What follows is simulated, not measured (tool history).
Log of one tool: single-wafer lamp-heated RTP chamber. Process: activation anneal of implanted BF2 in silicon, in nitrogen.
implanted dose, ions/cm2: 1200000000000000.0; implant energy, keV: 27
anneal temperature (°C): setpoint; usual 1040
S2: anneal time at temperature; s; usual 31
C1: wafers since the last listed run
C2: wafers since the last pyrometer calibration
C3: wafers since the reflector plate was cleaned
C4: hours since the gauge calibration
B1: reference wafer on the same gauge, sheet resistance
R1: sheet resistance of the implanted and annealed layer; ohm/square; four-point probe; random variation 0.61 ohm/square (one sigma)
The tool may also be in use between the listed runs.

run 1 hour=0.0 | anneal_temperature_(°C)=1059 S2=31 | C1=0 C2=2392 C3=3684 C4=244.0 | B1=95.14 | R1=106.65
run 2 hour=49.9 | anneal_temperature_(°C)=1059 S2=31 | C1=766 C2=3158 C3=4450 C4=293.9 | B1=94.84 | R1=105.30
-- hour=115.9 reflector plate cleaned
run 3 hour=116.4 | anneal_temperature_(°C)=1059 S2=31 | C1=898 C2=4056 C3=7 C4=360.4 | B1=95.05 | R1=105.65
run 4 hour=177.7 | anneal_temperature_(°C)=1040 S2=31 | C1=941 C2=4998 C3=948 C4=421.7 | B1=94.87 | R1=115.12
run 5 hour=234.9 | anneal_temperature_(°C)=1040 S2=31 | C1=878 C2=5876 C3=1826 C4=478.9 | B1=94.93 | R1=114.42
-- hour=269.3 pyrometer window cleaned and pyrometer calibrated
run 6 hour=291.3 | anneal_temperature_(°C)=1040 S2=31 | C1=743 C2=337 C3=2570 C4=535.3 | B1=95.03 | R1=114.89
run 7 hour=332.8 | anneal_temperature_(°C)=1040 S2=31 | C1=637 C2=975 C3=3207 C4=576.8 | B1=95.15 | R1=114.40
run 8 hour=387.3 | anneal_temperature_(°C)=1040 S2=31 | C1=836 C2=1812 C3=4044 C4=631.3 | B1=94.99 | R1=114.22
run 9 hour=427.2 | anneal_temperature_(°C)=1027 S2=31 | C1=612 C2=2424 C3=4656 C4=671.2 | B1=95.15 | R1=118.78
run 10 hour=478.1 | anneal_temperature_(°C)=1027 S2=31 | C1=781 C2=3206 C3=5438 C4=722.1 | B1=94.91 | R1=119.58
-- hour=487.1 reflector plate cleaned
run 11 hour=505.4 | anneal_temperature_(°C)=1040 S2=19 | C1=296 C2=3502 C3=281 C4=749.4 | B1=95.05 | R1=118.73
run 12 hour=539.5 | anneal_temperature_(°C)=1040 S2=31 | C1=523 C2=4026 C3=805 C4=783.5 | B1=95.17 | R1=111.85
-- hour=577.3 gauge calibrated
run 13 hour=608.2 | anneal_temperature_(°C)=1040 S2=31 | C1=1054 C2=5081 C3=1860 C4=30.9 | B1=95.14 | R1=111.26
run 14 hour=674.6 | anneal_temperature_(°C)=1052 S2=43 | C1=1019 C2=6101 C3=2879 C4=97.3 | B1=94.86 | R1=100.92
run 15 hour=718.6 | anneal_temperature_(°C)=1040 S2=49 | C1=675 C2=6776 C3=3555 C4=141.3 | B1=95.05 | R1=104.05
-- hour=752.8 reflector plate cleaned, repeated, since the last time left the tool worse
-- hour=763.9 pyrometer window cleaned and pyrometer calibrated
run 16 hour=769.3 | anneal_temperature_(°C)=1056 S2=37 | C1=532 C2=82 C3=130 C4=192.0 | B1=95.05 | R1=106.65
run 17 hour=808.3 | anneal_temperature_(°C)=1040 S2=31 | C1=598 C2=681 C3=729 C4=231.0 | B1=94.79 | R1=114.96
run 18 hour=835.9 | anneal_temperature_(°C)=1012 S2=14 | C1=423 C2=1105 C3=1152 C4=258.6 | B1=95.01 | R1=145.43
run 19 hour=877.4 | anneal_temperature_(°C)=1021 S2=15 | C1=637 C2=1742 C3=1790 C4=300.1 | B1=95.05 | R1=138.14
-- hour=1055.0 reflector plate cleaned
run 20 hour=1055.5 | anneal_temperature_(°C)=1029 S2=43 | C1=2612 C2=4355 C3=7 C4=478.2 | B1=94.91 | R1=114.93
run 21 hour=1074.5 | anneal_temperature_(°C)=1040 S2=31 | C1=291 C2=4646 C3=298 C4=497.2 | B1=94.97 | R1=113.79

How the hidden state differs across the entries between the runs, from the last listed run before each to the first after it:
Between runs 2 and 3: reflector plate cleaned (hour 115.9)
  wafer temperature error from the tarnished reflector plate, K: 3.12 -> 0.628
  measured less the result without the state, R1: -1.18 -> -0.24 ohm/square
Between runs 5 and 6: pyrometer window cleaned and pyrometer calibrated (hour 269.3)
  wafer temperature error from the tarnished reflector plate, K: 1.08 -> 1.61
  measured less the result without the state, R1: -0.52 -> -0.79 ohm/square
Between runs 10 and 11: reflector plate cleaned (hour 487.1)
  wafer temperature error from the tarnished reflector plate, K: 4.83 -> 8.23
  measured less the result without the state, R1: -2.79 -> -4.17 ohm/square
Between runs 12 and 13: gauge calibrated (hour 577.3)
  wafer temperature error from the tarnished reflector plate, K: 8.3 -> 8.68
  measured less the result without the state, R1: -3.90 -> -4.05 ohm/square
Between runs 15 and 16: reflector plate cleaned, repeated, since the last time left the tool worse (hour 752.8); pyrometer window cleaned and pyrometer calibrated (hour 763.9)
  wafer temperature error from the tarnished reflector plate, K: 9.93 -> 0.0586
  measured less the result without the state, R1: -4.23 -> -0.02 ohm/square
Between runs 19 and 20: reflector plate cleaned (hour 1055.0)
  wafer temperature error from the tarnished reflector plate, K: 0.547 -> 0.0217
  measured less the result without the state, R1: -0.40 -> -0.01 ohm/square
